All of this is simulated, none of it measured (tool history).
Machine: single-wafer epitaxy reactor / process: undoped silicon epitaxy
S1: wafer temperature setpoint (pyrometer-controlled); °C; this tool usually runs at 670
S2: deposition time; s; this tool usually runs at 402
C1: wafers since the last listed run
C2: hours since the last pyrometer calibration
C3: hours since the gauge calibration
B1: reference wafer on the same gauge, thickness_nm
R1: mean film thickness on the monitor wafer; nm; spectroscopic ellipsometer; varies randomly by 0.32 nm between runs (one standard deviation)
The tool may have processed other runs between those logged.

run    hour   S1   S2    C1      C2      C3      B1       R1
  1       0  670  402     0  1334.7  2497.5  93.991  109.624
  2   111.5  670  402   721  1446.2    2609  94.014  109.341
  3   181.5  670  402   452  1516.2    2679  93.956  109.228
  4   227.7  670  402   298  1562.4  2725.2  93.964  108.687
  5   529.3  670  356  1951    1864  3026.8  93.869   96.088
  6   577.4  670  356   311  1912.1  3074.9  93.963   96.943
  7   638.8  670  356   397  1973.5  3136.3  93.834   96.461
  8   740.8  670  362   659  2075.5  3238.3  93.853   97.798
  9     780  659  402   253  2114.7  3277.5  93.868   88.683
 10   863.6  659  402   540  2198.3  3361.1  93.796   88.704
 11  1136.9  659  402  1768  2471.6  3634.4  93.898     88.6
 12  1240.5  670  402   670  2575.2    3738  93.868  108.348
 13  1320.4  670  402   516  2655.1  3817.9  93.868  108.942
     1327.1  -- gauge calibrated
 14    1369  670  402   314  2703.7    41.9   95.06  109.862
 15  1432.5  670  402   410  2767.2   105.4  94.986  110.079
 16  1486.5  670  402   349  2821.2   159.4  95.052  109.867
     1554.9  -- pyrometer calibrated
 17  1555.4  670  402   394     0.5   228.3  94.867  110.273
 18  1645.9  670  356   585      91   318.8  94.809   97.251
 19  1683.1  680  453   240   128.2     356   94.71  148.427
 20  1767.6  670  402   546   212.7   440.5  94.613  110.295
 21  1857.2  670  402   579   302.3   530.1  94.623  109.772
 22    1903  659  402   296   348.1   575.9  94.544    89.97
 23  2071.7  670  402  1091   516.8   744.6  94.435  109.706
 24  2127.3  684  424   359   572.4   800.2   94.38  149.181
 25    2229  675  453   658   674.1   901.9  94.402  135.445
 26  2285.1  681  402   362   730.2     958  94.182  134.481
 27  2367.7  670  464   534   812.8  1040.6  94.199  126.959
 28  2438.8  670  402   460   883.9  1111.7  94.173  109.687
 29  2508.3  679  435   449   953.4  1181.2  94.302  140.275
 30  2597.2  661  373   575  1042.3  1270.1  94.208   86.122
 31    2692  658  348   613  1137.1  1364.9  94.009   76.013
 32  2781.8  655  402   581  1226.9  1454.7  93.985   83.208
 33  2847.6  658  325   425  1292.7  1520.5  94.049   70.623
 34    2937  670  336   578  1382.1  1609.9  93.965   91.385
 35  3028.5  679  465   592  1473.6  1701.4  94.033  149.117

Below, some changes in R1 between adjacent runs. For each, the amount present without the hidden state too (settings, incoming material, random variation) and the amount remaining for the hidden state with gauge scatter not shared by both compared results:
Unlogged tool condition in this case: wafer temperature above the value expected at the setpoint (K); gauge reads high (%).
Run 13 -> 14: gauge calibrated. R1 +0.92 nm: hidden state +1.452, all else -0.532.
Run 18 -> 19: S1 670 -> 680, S2 356 -> 453. R1 +51.176 nm: hidden state -0.183, all else +51.359.
Run 29 -> 30: S1 679 -> 661, S2 435 -> 373. R1 -54.153 nm: hidden state +0.441, all else -54.594.
Run 34 -> 35: S1 670 -> 679, S2 336 -> 465. R1 +57.732 nm: hidden state -0.661, all else +58.393.

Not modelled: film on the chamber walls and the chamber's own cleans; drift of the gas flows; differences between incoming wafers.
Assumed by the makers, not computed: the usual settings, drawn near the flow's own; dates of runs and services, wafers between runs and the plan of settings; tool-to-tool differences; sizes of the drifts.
